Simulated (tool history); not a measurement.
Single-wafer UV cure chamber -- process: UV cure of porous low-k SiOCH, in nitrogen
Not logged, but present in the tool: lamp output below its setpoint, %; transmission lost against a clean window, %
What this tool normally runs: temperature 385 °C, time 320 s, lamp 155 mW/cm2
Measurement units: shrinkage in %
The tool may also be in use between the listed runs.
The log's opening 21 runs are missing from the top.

| run | hour | temperature | time | lamp | wafers since the last listed run | hours since the UV bulbs were replaced | wafers since the quartz window was cleaned | shrinkage |
|---|---|---|---|---|---|---|---|---|
| 22 | 967.9 | 372 | 205 | 167 | 480 | 122.7 | 3123 | 11.213 |
| 23 | 993.8 | 404 | 320 | 136 | 263 | 148.6 | 3386 | 12.603 |
| 24 | 1047.5 | 385 | 320 | 155 | 545 | 202.3 | 3932 | 12.488 |
|  | 1073.1 | quartz window cleaned |
| 25 | 1077.6 | 366 | 210 | 128 | 224 | 232.4 | 45 | 10.367 |
| 26 | 1248.7 | 385 | 215 | 155 | 1738 | 403.5 | 1783 | 11.239 |
| 27 | 1295.8 | 398 | 320 | 185 | 478 | 450.6 | 2262 | 13.785 |
| 28 | 1332.1 | 385 | 435 | 155 | 368 | 486.9 | 2631 | 14.106 |
| 29 | 1380.1 | 372 | 185 | 176 | 487 | 534.9 | 3118 | 10.567 |
| 30 | 1411.3 | 376 | 455 | 175 | 317 | 566.1 | 3435 | 14.370 |
| 31 | 1477.5 | 385 | 320 | 155 | 672 | 632.3 | 4108 | 12.595 |
|  | 1506.0 | quartz window cleaned |
| 32 | 1665.5 | 385 | 320 | 117 | 1828 | 820.3 | 1621 | 11.207 |
| 33 | 1766.8 | 377 | 245 | 130 | 1029 | 921.6 | 2650 | 10.415 |
|  | 1898.6 | quartz window cleaned |
| 34 | 1900.7 | 385 | 320 | 155 | 1279 | 1055.5 | 20 | 13.277 |

3 options for the next run, each taken on its own from the tool as it stands now. Forecast them:
| A | 1901.1 | 385 | 320 | 155 | 4 | 1055.9 | 24 | ? |
| B | 1901.1 | 385 | 320 | 176 | 4 | 1055.9 | 24 | ? |
| C | 1901.1 | 378 | 475 | 142 | 4 | 1055.9 | 24 | ? |

| run | shrinkage |
|---|---|
| A | 12.945 |
| B | 13.484 |
| C | 14.132 |
Take away the tool's hidden state, keep each run's random variation, and the runs would have read:
| run | shrinkage |
|---|---|
| A | 13.814 |
| B | 14.356 |
| C | 15.006 |
